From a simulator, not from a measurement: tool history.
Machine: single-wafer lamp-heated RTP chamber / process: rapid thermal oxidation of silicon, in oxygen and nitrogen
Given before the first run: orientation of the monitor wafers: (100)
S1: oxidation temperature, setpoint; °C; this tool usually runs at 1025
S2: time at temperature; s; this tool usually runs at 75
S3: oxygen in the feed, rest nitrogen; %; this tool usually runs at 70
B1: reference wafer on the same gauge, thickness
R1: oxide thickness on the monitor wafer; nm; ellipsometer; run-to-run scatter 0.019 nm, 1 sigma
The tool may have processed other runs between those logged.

run	hour	S1	S2	S3	B1	R1
1	0	1047	75	70	5.767	7.643
2	24.1	1047	75	70	5.772	7.612
3	69.1	1047	75	70	5.771	7.667
# hour 81.4: pyrometer window cleaned and pyrometer calibrated
4	116	1025	75	70	5.772	6.477
5	171.3	1025	75	70	5.773	6.517
6	209.7	1025	75	70	5.776	6.514
# hour 355.3: pyrometer window cleaned and pyrometer calibrated
7	405.7	1025	75	70	5.769	6.44
8	443.5	1045	52	70	5.778	6.339
9	506.4	1045	52	70	5.769	6.387
10	531.6	1045	52	70	5.772	6.402
11	558	1047	63	62	5.774	6.737
# hour 576.5: gauge calibrated
# hour 609.9: pyrometer window cleaned and pyrometer calibrated
12	625.8	1012	58	81	5.768	5.502
13	660	1009	89	70	5.765	6.226
14	728.2	1025	75	70	5.767	6.561
# hour 788: oxygen flow controller replaced
15	788.5	1015	75	70	5.778	6.094
16	832.1	1047	75	70	5.772	7.61
# hour 846: pyrometer window cleaned and pyrometer calibrated
17	862.2	1034	75	57	5.78	6.383
18	923.8	1008	47	98	5.77	5.324
19	961.4	1025	75	70	5.775	6.537
20	995.6	1049	112	91	5.769	10.219

Consider 3 possible next runs. They are alternatives, not a sequence: every one starts from the tool as it was left by run 20. What does each give?
A	996	1010	75	70	?	?
B	996	1047	75	60	?	?
C	996	1025	58	95	?	?

run	B1	R1
A	5.766	5.891
B	5.766	7.231
C	5.766	6.515
Without the tool's hidden state the same runs would have given:
run	R1
A	5.75
B	7.066
C	6.361
